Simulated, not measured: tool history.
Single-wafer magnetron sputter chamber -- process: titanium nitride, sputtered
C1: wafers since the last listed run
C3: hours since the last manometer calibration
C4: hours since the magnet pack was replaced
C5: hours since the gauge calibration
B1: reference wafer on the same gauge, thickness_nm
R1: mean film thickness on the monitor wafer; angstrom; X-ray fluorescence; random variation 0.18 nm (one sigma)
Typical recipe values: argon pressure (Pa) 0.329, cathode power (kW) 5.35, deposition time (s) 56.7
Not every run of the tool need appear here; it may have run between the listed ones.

{"run": 1, "day": 0.0, "argon pressure (Pa)": 0.329, "cathode power (kW)": 5.35, "deposition time (s)": 56.7, "C1": 0, "wafers on the sputter target": 3754, "C3": 617.5, "C4": 11705.6, "C5": 313, "B1": 58.087, "R1": 579.01}
{"run": 2, "day": 1.475, "argon pressure (Pa)": 0.329, "cathode power (kW)": 6.25, "deposition time (s)": 56.7, "C1": 478, "wafers on the sputter target": 4232, "C3": 652.9, "C4": 11741, "C5": 348.4, "B1": 58.091, "R1": 668}
{"run": 3, "day": 2.833, "argon pressure (Pa)": 0.329, "cathode power (kW)": 6.25, "deposition time (s)": 56.7, "C1": 440, "wafers on the sputter target": 4672, "C3": 685.5, "C4": 11773.6, "C5": 381, "B1": 58.081, "R1": 665.11}
{"run": 4, "day": 3.942, "argon pressure (Pa)": 0.329, "cathode power (kW)": 6.25, "deposition time (s)": 56.7, "C1": 359, "wafers on the sputter target": 5031, "C3": 712.1, "C4": 11800.2, "C5": 407.6, "B1": 58.123, "R1": 659.79}
{"run": 5, "day": 4.521, "argon pressure (Pa)": 0.329, "cathode power (kW)": 6.4, "deposition time (s)": 56.7, "C1": 187, "wafers on the sputter target": 5219, "C3": 726, "C4": 11814.1, "C5": 421.5, "B1": 58.087, "R1": 674.8}
{"run": 6, "day": 5.525, "argon pressure (Pa)": 0.329, "cathode power (kW)": 6.4, "deposition time (s)": 56.7, "C1": 325, "wafers on the sputter target": 5545, "C3": 750.1, "C4": 11838.2, "C5": 445.6, "B1": 58.116, "R1": 670.54}
{"day": 6.517, "done": "sputter target and shields replaced"}
{"run": 7, "day": 6.588, "argon pressure (Pa)": 0.329, "cathode power (kW)": 6.4, "deposition time (s)": 56.7, "C1": 236, "wafers on the sputter target": 23, "C3": 775.6, "C4": 11863.7, "C5": 471.1, "B1": 58.113, "R1": 702.38}
{"run": 8, "day": 7.767, "argon pressure (Pa)": 0.329, "cathode power (kW)": 5.35, "deposition time (s)": 56.7, "C1": 382, "wafers on the sputter target": 405, "C3": 803.9, "C4": 11892, "C5": 499.4, "B1": 58.079, "R1": 586.59}
{"day": 8.108, "done": "magnet pack replaced, of another model than before"}
{"run": 9, "day": 9.158, "argon pressure (Pa)": 0.329, "cathode power (kW)": 5.35, "deposition time (s)": 56.7, "C1": 343, "wafers on the sputter target": 748, "C3": 837.3, "C4": 25.2, "C5": 532.8, "B1": 58.076, "R1": 589.07}
{"run": 10, "day": 10.167, "argon pressure (Pa)": 0.329, "cathode power (kW)": 5.35, "deposition time (s)": 56.7, "C1": 326, "wafers on the sputter target": 1075, "C3": 861.5, "C4": 49.4, "C5": 557, "B1": 58.11, "R1": 590.56}
{"run": 11, "day": 11.333, "argon pressure (Pa)": 0.329, "cathode power (kW)": 5.35, "deposition time (s)": 56.7, "C1": 378, "wafers on the sputter target": 1453, "C3": 889.5, "C4": 77.4, "C5": 585, "B1": 58.139, "R1": 588.85}
{"day": 11.933, "done": "gauge calibrated"}
{"run": 12, "day": 14.638, "argon pressure (Pa)": 0.405, "cathode power (kW)": 4.95, "deposition time (s)": 56.7, "C1": 1071, "wafers on the sputter target": 2524, "C3": 968.8, "C4": 156.7, "C5": 64.9, "B1": 58.138, "R1": 512.91}
{"run": 13, "day": 15.671, "argon pressure (Pa)": 0.329, "cathode power (kW)": 5.35, "deposition time (s)": 56.7, "C1": 335, "wafers on the sputter target": 2860, "C3": 993.6, "C4": 181.5, "C5": 89.7, "B1": 58.102, "R1": 583.38}
{"run": 14, "day": 16.721, "argon pressure (Pa)": 0.432, "cathode power (kW)": 5.35, "deposition time (s)": 51.7, "C1": 340, "wafers on the sputter target": 3200, "C3": 1018.8, "C4": 206.7, "C5": 114.9, "B1": 58.095, "R1": 492.69}
{"run": 15, "day": 18.062, "argon pressure (Pa)": 0.329, "cathode power (kW)": 6.35, "deposition time (s)": 62.2, "C1": 434, "wafers on the sputter target": 3635, "C3": 1051, "C4": 238.9, "C5": 147.1, "B1": 58.094, "R1": 750.78}
{"run": 16, "day": 18.862, "argon pressure (Pa)": 0.329, "cathode power (kW)": 5.35, "deposition time (s)": 56.7, "C1": 259, "wafers on the sputter target": 3894, "C3": 1070.2, "C4": 258.1, "C5": 166.3, "B1": 58.105, "R1": 578.06}
{"run": 17, "day": 19.675, "argon pressure (Pa)": 0.329, "cathode power (kW)": 6.45, "deposition time (s)": 50.4, "C1": 263, "wafers on the sputter target": 4158, "C3": 1089.7, "C4": 277.6, "C5": 185.8, "B1": 58.107, "R1": 616.13}
{"run": 18, "day": 20.508, "argon pressure (Pa)": 0.275, "cathode power (kW)": 4.55, "deposition time (s)": 60, "C1": 270, "wafers on the sputter target": 4428, "C3": 1109.7, "C4": 297.6, "C5": 205.8, "B1": 58.075, "R1": 546.51}
{"day": 21.338, "done": "sputter target and shields replaced"}
{"run": 19, "day": 21.358, "argon pressure (Pa)": 0.23, "cathode power (kW)": 5.35, "deposition time (s)": 48.1, "C1": 167, "wafers on the sputter target": 7, "C3": 1130.1, "C4": 318, "C5": 226.2, "B1": 58.041, "R1": 539.41}
{"run": 20, "day": 22.296, "argon pressure (Pa)": 0.222, "cathode power (kW)": 6.7, "deposition time (s)": 52.2, "C1": 303, "wafers on the sputter target": 311, "C3": 1152.6, "C4": 340.5, "C5": 248.7, "B1": 58.093, "R1": 732.78}
{"run": 21, "day": 23.354, "argon pressure (Pa)": 0.26, "cathode power (kW)": 6.1, "deposition time (s)": 50.9, "C1": 343, "wafers on the sputter target": 654, "C3": 1178, "C4": 365.9, "C5": 274.1, "B1": 58.095, "R1": 631.82}
{"run": 22, "day": 24.25, "argon pressure (Pa)": 0.273, "cathode power (kW)": 5.35, "deposition time (s)": 47.5, "C1": 290, "wafers on the sputter target": 944, "C3": 1199.5, "C4": 387.4, "C5": 295.6, "B1": 58.1, "R1": 514.25}
{"run": 23, "day": 25.588, "argon pressure (Pa)": 0.416, "cathode power (kW)": 6.65, "deposition time (s)": 53.4, "C1": 433, "wafers on the sputter target": 1378, "C3": 1231.6, "C4": 419.5, "C5": 327.7, "B1": 58.091, "R1": 642.03}
{"day": 26.217, "done": "capacitance manometer re-zeroed and calibrated"}
{"run": 24, "day": 26.35, "argon pressure (Pa)": 0.416, "cathode power (kW)": 6.4, "deposition time (s)": 51.9, "C1": 139, "wafers on the sputter target": 1517, "C3": 3.2, "C4": 437.8, "C5": 346, "B1": 58.072, "R1": 601.53}
{"run": 25, "day": 27.371, "argon pressure (Pa)": 0.329, "cathode power (kW)": 5.35, "deposition time (s)": 66.4, "C1": 330, "wafers on the sputter target": 1848, "C3": 27.7, "C4": 462.3, "C5": 370.5, "B1": 58.111, "R1": 683.93}
{"run": 26, "day": 28.242, "argon pressure (Pa)": 0.329, "cathode power (kW)": 5.35, "deposition time (s)": 56.7, "C1": 282, "wafers on the sputter target": 2130, "C3": 48.6, "C4": 483.2, "C5": 391.4, "B1": 58.114, "R1": 587.83}
{"run": 27, "day": 29.296, "argon pressure (Pa)": 0.329, "cathode power (kW)": 5.35, "deposition time (s)": 56.7, "C1": 341, "wafers on the sputter target": 2472, "C3": 73.9, "C4": 508.5, "C5": 416.7, "B1": 58.112, "R1": 585.31}
{"run": 28, "day": 30.75, "argon pressure (Pa)": 0.249, "cathode power (kW)": 4.15, "deposition time (s)": 62.5, "C1": 471, "wafers on the sputter target": 2943, "C3": 108.8, "C4": 543.4, "C5": 451.6, "B1": 58.066, "R1": 536.81}
{"run": 29, "day": 31.908, "argon pressure (Pa)": 0.329, "cathode power (kW)": 4.5, "deposition time (s)": 61.7, "C1": 375, "wafers on the sputter target": 3319, "C3": 136.6, "C4": 571.2, "C5": 479.4, "B1": 58.088, "R1": 538.63}
{"run": 30, "day": 33.071, "argon pressure (Pa)": 0.329, "cathode power (kW)": 5.35, "deposition time (s)": 56.7, "C1": 376, "wafers on the sputter target": 3696, "C3": 164.5, "C4": 599.1, "C5": 507.3, "B1": 58.135, "R1": 579.12}
{"run": 31, "day": 33.804, "argon pressure (Pa)": 0.411, "cathode power (kW)": 6.4, "deposition time (s)": 59.7, "C1": 237, "wafers on the sputter target": 3934, "C3": 182.1, "C4": 616.7, "C5": 524.9, "B1": 58.102, "R1": 678.97}
{"run": 32, "day": 35.15, "argon pressure (Pa)": 0.329, "cathode power (kW)": 5.35, "deposition time (s)": 56.7, "C1": 436, "wafers on the sputter target": 4370, "C3": 214.4, "C4": 649, "C5": 557.2, "B1": 58.091, "R1": 577.62}
{"day": 36.138, "done": "sputter target and shields replaced"}
{"run": 33, "day": 36.471, "argon pressure (Pa)": 0.284, "cathode power (kW)": 4.2, "deposition time (s)": 48.4, "C1": 320, "wafers on the sputter target": 108, "C3": 246.1, "C4": 680.7, "C5": 588.9, "B1": 58.116, "R1": 415.13}
{"day": 36.496, "done": "gauge calibrated"}
{"run": 34, "day": 36.979, "argon pressure (Pa)": 0.329, "cathode power (kW)": 5.35, "deposition time (s)": 56.7, "C1": 164, "wafers on the sputter target": 272, "C3": 258.3, "C4": 692.9, "C5": 11.6, "B1": 58.105, "R1": 586.98}

Some steps in R1, run to run, broken into two amounts with sign: the step expected even without the hidden condition (settings, incoming material, random variation), and the rest, left for the hidden condition together with whatever gauge scatter is not in both the measured and the hidden-condition-free result:
Hidden state at play: deposition rate above that of a new target (%); true argon pressure above the setpoint (%); gauge reads high (%).
Run 6 -> 7: sputter target and shields replaced. R1 +31.84 angstrom: hidden state +26.69, all else +5.15.
Run 14 -> 15: argon pressure (Pa) 0.432 -> 0.329, cathode power (kW) 5.35 -> 6.35, deposition time (s) 51.7 -> 62.2. R1 +258.09 angstrom: hidden state -6.7, all else +264.79.
Run 15 -> 16: cathode power (kW) 6.35 -> 5.35, deposition time (s) 62.2 -> 56.7. R1 -172.72 angstrom: hidden state +1.88, all else -174.6.
Run 18 -> 19: argon pressure (Pa) 0.275 -> 0.23, cathode power (kW) 4.55 -> 5.35, deposition time (s) 60 -> 48.1, sputter target and shields replaced. R1 -7.1 angstrom: hidden state +13.91, all else -21.01.
Run 19 -> 20: argon pressure (Pa) 0.23 -> 0.222, cathode power (kW) 5.35 -> 6.7, deposition time (s) 48.1 -> 52.2. R1 +193.37 angstrom: hidden state -0.38, all else +193.75.
Run 32 -> 33: argon pressure (Pa) 0.329 -> 0.284, cathode power (kW) 5.35 -> 4.2, deposition time (s) 56.7 -> 48.4, sputter target and shields replaced. R1 -162.49 angstrom: hidden state +14.38, all else -176.87.
